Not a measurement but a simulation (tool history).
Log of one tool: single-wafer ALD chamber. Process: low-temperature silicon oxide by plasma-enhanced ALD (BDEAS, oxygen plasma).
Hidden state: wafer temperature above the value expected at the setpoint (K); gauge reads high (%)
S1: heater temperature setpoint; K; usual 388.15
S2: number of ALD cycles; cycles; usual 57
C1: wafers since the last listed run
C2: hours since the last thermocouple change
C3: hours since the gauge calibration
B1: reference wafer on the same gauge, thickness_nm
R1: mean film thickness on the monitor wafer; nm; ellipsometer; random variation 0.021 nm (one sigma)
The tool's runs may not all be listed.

{"run": 1, "day": 0.0, "S1": 388.15, "S2": 57, "C1": 0, "C2": 1673.5, "C3": 670.9, "B1": 7.74, "R1": 8.421}
{"run": 2, "day": 1.288, "S1": 388.15, "S2": 57, "C1": 98, "C2": 1704.4, "C3": 701.8, "B1": 7.741, "R1": 8.489}
{"run": 3, "day": 2.792, "S1": 388.15, "S2": 57, "C1": 114, "C2": 1740.5, "C3": 737.9, "B1": 7.746, "R1": 8.484}
{"run": 4, "day": 5.146, "S1": 388.15, "S2": 57, "C1": 179, "C2": 1797.0, "C3": 794.4, "B1": 7.741, "R1": 8.455}
{"run": 5, "day": 11.038, "S1": 388.15, "S2": 57, "C1": 449, "C2": 1938.4, "C3": 935.8, "B1": 7.743, "R1": 8.437}
{"run": 6, "day": 12.862, "S1": 388.15, "S2": 57, "C1": 139, "C2": 1982.2, "C3": 979.6, "B1": 7.732, "R1": 8.418}
{"run": 7, "day": 14.017, "S1": 397.15, "S2": 62, "C1": 88, "C2": 2009.9, "C3": 1007.3, "B1": 7.74, "R1": 8.961}
{"run": 8, "day": 16.646, "S1": 397.15, "S2": 62, "C1": 200, "C2": 2073.0, "C3": 1070.4, "B1": 7.74, "R1": 9.013}
{"run": 9, "day": 19.404, "S1": 388.15, "S2": 50, "C1": 210, "C2": 2139.2, "C3": 1136.6, "B1": 7.744, "R1": 7.364}
{"run": 10, "day": 22.175, "S1": 388.15, "S2": 57, "C1": 211, "C2": 2205.7, "C3": 1203.1, "B1": 7.746, "R1": 8.391}
{"day": 22.825, "done": "gauge calibrated"}
{"run": 11, "day": 24.454, "S1": 388.15, "S2": 57, "C1": 173, "C2": 2260.4, "C3": 39.1, "B1": 7.735, "R1": 8.387}
{"run": 12, "day": 27.425, "S1": 388.15, "S2": 57, "C1": 226, "C2": 2331.7, "C3": 110.4, "B1": 7.735, "R1": 8.406}
{"run": 13, "day": 30.417, "S1": 388.15, "S2": 57, "C1": 228, "C2": 2403.5, "C3": 182.2, "B1": 7.733, "R1": 8.367}
{"day": 31.2, "done": "thermocouple changed; heater temperature recalibrated"}
{"run": 14, "day": 32.0, "S1": 388.15, "S2": 57, "C1": 95, "C2": 19.2, "C3": 220.2, "B1": 7.738, "R1": 8.478}
{"run": 15, "day": 34.958, "S1": 388.15, "S2": 57, "C1": 225, "C2": 90.2, "C3": 291.2, "B1": 7.731, "R1": 8.503}
{"run": 16, "day": 37.583, "S1": 388.15, "S2": 57, "C1": 200, "C2": 153.2, "C3": 354.2, "B1": 7.732, "R1": 8.458}
{"run": 17, "day": 38.658, "S1": 388.15, "S2": 57, "C1": 82, "C2": 179.0, "C3": 380.0, "B1": 7.736, "R1": 8.49}
{"run": 18, "day": 41.525, "S1": 388.15, "S2": 57, "C1": 218, "C2": 247.8, "C3": 448.8, "B1": 7.748, "R1": 8.463}
{"run": 19, "day": 43.621, "S1": 388.15, "S2": 57, "C1": 159, "C2": 298.1, "C3": 499.1, "B1": 7.741, "R1": 8.474}
{"run": 20, "day": 45.396, "S1": 375.15, "S2": 68, "C1": 135, "C2": 340.7, "C3": 541.7, "B1": 7.748, "R1": 10.434}
{"run": 21, "day": 47.954, "S1": 397.15, "S2": 57, "C1": 195, "C2": 402.1, "C3": 603.1, "B1": 7.737, "R1": 8.299}
{"run": 22, "day": 49.171, "S1": 388.15, "S2": 49, "C1": 92, "C2": 431.3, "C3": 632.3, "B1": 7.735, "R1": 7.286}
{"run": 23, "day": 51.65, "S1": 380.15, "S2": 65, "C1": 189, "C2": 490.8, "C3": 691.8, "B1": 7.746, "R1": 9.851}
{"run": 24, "day": 53.121, "S1": 388.15, "S2": 57, "C1": 112, "C2": 526.1, "C3": 727.1, "B1": 7.743, "R1": 8.433}
{"run": 25, "day": 61.604, "S1": 396.15, "S2": 50, "C1": 647, "C2": 729.7, "C3": 930.7, "B1": 7.742, "R1": 7.318}
{"run": 26, "day": 63.108, "S1": 381.15, "S2": 53, "C1": 114, "C2": 765.8, "C3": 966.8, "B1": 7.742, "R1": 7.987}
{"run": 27, "day": 64.488, "S1": 399.15, "S2": 47, "C1": 105, "C2": 798.9, "C3": 999.9, "B1": 7.743, "R1": 6.814}
{"run": 28, "day": 66.283, "S1": 382.15, "S2": 67, "C1": 137, "C2": 842.0, "C3": 1043.0, "B1": 7.735, "R1": 10.112}
{"day": 66.654, "done": "gauge calibrated"}
{"run": 29, "day": 68.883, "S1": 380.15, "S2": 60, "C1": 198, "C2": 904.4, "C3": 53.5, "B1": 7.739, "R1": 9.027}
{"run": 30, "day": 70.229, "S1": 388.15, "S2": 66, "C1": 102, "C2": 936.7, "C3": 85.8, "B1": 7.737, "R1": 9.816}
{"run": 31, "day": 71.683, "S1": 388.15, "S2": 57, "C1": 110, "C2": 971.6, "C3": 120.7, "B1": 7.74, "R1": 8.444}
{"run": 32, "day": 73.392, "S1": 388.15, "S2": 57, "C1": 130, "C2": 1012.6, "C3": 161.7, "B1": 7.738, "R1": 8.415}
{"run": 33, "day": 75.675, "S1": 388.15, "S2": 57, "C1": 174, "C2": 1067.4, "C3": 216.5, "B1": 7.747, "R1": 8.451}
{"run": 34, "day": 78.571, "S1": 388.15, "S2": 68, "C1": 220, "C2": 1136.9, "C3": 286.0, "B1": 7.747, "R1": 10.092}
{"run": 35, "day": 80.038, "S1": 398.15, "S2": 63, "C1": 111, "C2": 1172.1, "C3": 321.2, "B1": 7.746, "R1": 9.11}
{"run": 36, "day": 82.112, "S1": 388.15, "S2": 57, "C1": 158, "C2": 1221.9, "C3": 371.0, "B1": 7.743, "R1": 8.47}
{"run": 37, "day": 83.129, "S1": 388.15, "S2": 57, "C1": 77, "C2": 1246.3, "C3": 395.4, "B1": 7.733, "R1": 8.455}
{"run": 38, "day": 86.058, "S1": 388.15, "S2": 57, "C1": 223, "C2": 1316.6, "C3": 465.7, "B1": 7.743, "R1": 8.425}

Hidden state at the last listed run before each entry between runs and at the first one after, where it differs:
Between runs 10 and 11: gauge calibrated (day 22.825)
  wafer temperature above the value expected at the setpoint (K): 5.34 -> 5.47
  measured less the result without the state, R1: -0.096 -> -0.098 nm
Between runs 13 and 14: thermocouple changed; heater temperature recalibrated (day 31.200)
  wafer temperature above the value expected at the setpoint (K): 5.82 -> 1.1
  measured less the result without the state, R1: -0.105 -> -0.020 nm
Between runs 28 and 29: gauge calibrated (day 66.654)
  wafer temperature above the value expected at the setpoint (K): 3.07 -> 3.22
  measured less the result without the state, R1: -0.066 -> -0.061 nm
